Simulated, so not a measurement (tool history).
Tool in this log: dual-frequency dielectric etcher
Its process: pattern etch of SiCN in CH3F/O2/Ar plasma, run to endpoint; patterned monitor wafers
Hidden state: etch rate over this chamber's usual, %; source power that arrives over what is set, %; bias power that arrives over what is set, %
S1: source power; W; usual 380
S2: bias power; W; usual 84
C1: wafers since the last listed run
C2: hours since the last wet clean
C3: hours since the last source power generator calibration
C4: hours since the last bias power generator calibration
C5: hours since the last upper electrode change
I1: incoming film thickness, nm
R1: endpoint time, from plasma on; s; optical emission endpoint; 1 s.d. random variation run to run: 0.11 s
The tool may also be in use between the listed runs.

run	hour	S1	S2	C1	C2	C3	C4	C5	I1	R1
1	0.0	380	84	0	325.5	3164.6	1891.9	2312.8	9.50	25.7
2	7.8	380	84	116	333.3	3172.4	1899.7	2320.6	9.41	25.5
3	16.7	460	72	132	342.2	3181.3	1908.6	2329.5	9.51	25.7
4	30.2	460	72	201	355.7	3194.8	1922.1	2343.0	9.59	25.9
5	46.6	460	72	244	372.1	3211.2	1938.5	2359.4	9.45	25.6
6	61.6	380	84	224	387.1	3226.2	1953.5	2374.4	9.45	25.5
7	73.8	380	84	182	399.3	3238.4	1965.7	2386.6	9.53	26.0
8	80.7	380	84	103	406.2	3245.3	1972.6	2393.5	9.54	26.0
# hour 112.3: upper electrode replaced
9	112.8	380	84	120	438.3	3277.4	2004.7	0.5	9.51	25.9
10	113.2	380	84	5	438.7	3277.8	2005.1	0.9	9.44	25.8
11	113.5	380	84	4	439.0	3278.1	2005.4	1.2	9.55	26.1
12	128.6	380	84	225	454.1	3293.2	2020.5	16.3	9.55	26.1
# hour 137.8: source power generator calibrated
13	142.9	320	84	153	468.4	5.1	2034.8	30.6	9.43	27.1
14	156.9	410	105	209	482.4	19.1	2048.8	44.6	9.51	23.5
15	167.5	300	75	158	493.0	29.7	2059.4	55.2	9.52	29.3
# hour 190.8: bias power generator calibrated
# hour 200.6: wet clean of the chamber
16	201.1	280	68	295	0.5	63.3	10.3	88.8	9.45	29.3
17	201.4	460	101	4	0.8	63.6	10.6	89.1	9.43	21.6
18	201.7	350	74	4	1.1	63.9	10.9	89.4	9.43	26.6
19	217.5	380	84	236	16.9	79.7	26.7	105.2	9.45	24.6
20	226.2	380	84	129	25.6	88.4	35.4	113.9	9.55	25.0
21	235.0	380	84	131	34.4	97.2	44.2	122.7	9.52	25.0
22	251.2	320	104	241	50.6	113.4	60.4	138.9	9.46	24.1
23	262.3	380	84	165	61.7	124.5	71.5	150.0	9.61	25.3
24	278.3	410	73	238	77.7	140.5	87.5	166.0	9.53	25.9
25	290.8	380	84	186	90.2	153.0	100.0	178.5	9.54	25.0
26	300.4	450	102	143	99.8	162.6	109.6	188.1	9.50	22.2

Some steps in R1 between neighbouring runs. How much of each would the tool show without its hidden state too (settings, what came in, random variation), and how much is left for the hidden state, with any gauge scatter that isn't in both results?
Run 14 -> 15: S1 410 -> 300, S2 105 -> 75. R1 +5.8 s: hidden state +0.3, all else +5.5.
Run 15 -> 16: S1 300 -> 280, S2 75 -> 68, bias power generator calibrated, wet clean of the chamber. R1 +0.0 s: hidden state -1.4, all else +1.4.
Run 16 -> 17: S1 280 -> 460, S2 68 -> 101. R1 -7.7 s: hidden state -0.1, all else -7.6.

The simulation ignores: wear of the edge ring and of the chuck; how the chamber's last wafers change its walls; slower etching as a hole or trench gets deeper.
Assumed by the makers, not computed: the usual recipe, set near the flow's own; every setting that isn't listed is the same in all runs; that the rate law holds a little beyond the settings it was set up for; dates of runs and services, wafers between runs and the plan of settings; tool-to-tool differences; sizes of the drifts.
